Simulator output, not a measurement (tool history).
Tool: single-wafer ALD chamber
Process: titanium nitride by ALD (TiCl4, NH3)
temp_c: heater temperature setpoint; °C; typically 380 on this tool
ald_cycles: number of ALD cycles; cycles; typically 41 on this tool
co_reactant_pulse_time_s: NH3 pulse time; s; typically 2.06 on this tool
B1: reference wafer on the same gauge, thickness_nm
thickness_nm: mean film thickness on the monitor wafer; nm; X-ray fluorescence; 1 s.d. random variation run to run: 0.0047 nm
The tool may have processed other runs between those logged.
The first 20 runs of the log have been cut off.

{"run": 21, "hour": 1601.8, "temp_c": 391, "ald_cycles": 41, "co_reactant_pulse_time_s": 2.06, "B1": 0.968, "thickness_nm": 0.898}
{"run": 22, "hour": 1651.2, "temp_c": 384, "ald_cycles": 41, "co_reactant_pulse_time_s": 1.71, "B1": 0.964, "thickness_nm": 0.868}
{"run": 23, "hour": 1706.5, "temp_c": 367, "ald_cycles": 37, "co_reactant_pulse_time_s": 1.36, "B1": 0.967, "thickness_nm": 0.746}
{"run": 24, "hour": 1788.7, "temp_c": 380, "ald_cycles": 41, "co_reactant_pulse_time_s": 2.06, "B1": 0.967, "thickness_nm": 0.881}
{"run": 25, "hour": 1836.2, "temp_c": 380, "ald_cycles": 41, "co_reactant_pulse_time_s": 2.06, "B1": 0.966, "thickness_nm": 0.886}
{"hour": 1929.3, "done": "thermocouple changed; heater temperature recalibrated"}
{"run": 26, "hour": 1994.9, "temp_c": 367, "ald_cycles": 37, "co_reactant_pulse_time_s": 2.38, "B1": 0.965, "thickness_nm": 0.793}
{"run": 27, "hour": 2099.4, "temp_c": 390, "ald_cycles": 36, "co_reactant_pulse_time_s": 2.71, "B1": 0.967, "thickness_nm": 0.79}
{"run": 28, "hour": 2195.8, "temp_c": 380, "ald_cycles": 41, "co_reactant_pulse_time_s": 2.83, "B1": 0.965, "thickness_nm": 0.897}
{"run": 29, "hour": 2232.4, "temp_c": 380, "ald_cycles": 35, "co_reactant_pulse_time_s": 2.06, "B1": 0.965, "thickness_nm": 0.758}
{"run": 30, "hour": 2270.0, "temp_c": 366, "ald_cycles": 48, "co_reactant_pulse_time_s": 2.06, "B1": 0.963, "thickness_nm": 1.011}
{"run": 31, "hour": 2340.1, "temp_c": 393, "ald_cycles": 41, "co_reactant_pulse_time_s": 2.06, "B1": 0.967, "thickness_nm": 0.889}
{"run": 32, "hour": 2399.1, "temp_c": 393, "ald_cycles": 41, "co_reactant_pulse_time_s": 2.06, "B1": 0.967, "thickness_nm": 0.897}
{"run": 33, "hour": 2480.2, "temp_c": 370, "ald_cycles": 36, "co_reactant_pulse_time_s": 2.06, "B1": 0.964, "thickness_nm": 0.763}
{"run": 34, "hour": 2571.0, "temp_c": 380, "ald_cycles": 41, "co_reactant_pulse_time_s": 1.52, "B1": 0.966, "thickness_nm": 0.854}
{"run": 35, "hour": 2659.9, "temp_c": 380, "ald_cycles": 41, "co_reactant_pulse_time_s": 2.06, "B1": 0.966, "thickness_nm": 0.888}
{"run": 36, "hour": 2699.0, "temp_c": 386, "ald_cycles": 41, "co_reactant_pulse_time_s": 2.06, "B1": 0.966, "thickness_nm": 0.883}

Predict each of these 4 candidate next runs independently; none follows another, all start after run 36:
{"run": "A", "hour": 2699.5, "temp_c": 380, "ald_cycles": 41, "co_reactant_pulse_time_s": 2.06, "B1": "?", "thickness_nm": "?"}
{"run": "B", "hour": 2699.5, "temp_c": 388, "ald_cycles": 45, "co_reactant_pulse_time_s": 1.62, "B1": "?", "thickness_nm": "?"}
{"run": "C", "hour": 2699.5, "temp_c": 380, "ald_cycles": 34, "co_reactant_pulse_time_s": 1.45, "B1": "?", "thickness_nm": "?"}
{"run": "D", "hour": 2699.5, "temp_c": 395, "ald_cycles": 39, "co_reactant_pulse_time_s": 1.79, "B1": "?", "thickness_nm": "?"}

run=A B1=0.965 thickness_nm=0.881
run=B B1=0.965 thickness_nm=0.961
run=C B1=0.965 thickness_nm=0.713
run=D B1=0.965 thickness_nm=0.844
With no hidden state in the tool, these same runs would have given:
run=A thickness_nm=0.881
run=B thickness_nm=0.961
run=C thickness_nm=0.713
run=D thickness_nm=0.844

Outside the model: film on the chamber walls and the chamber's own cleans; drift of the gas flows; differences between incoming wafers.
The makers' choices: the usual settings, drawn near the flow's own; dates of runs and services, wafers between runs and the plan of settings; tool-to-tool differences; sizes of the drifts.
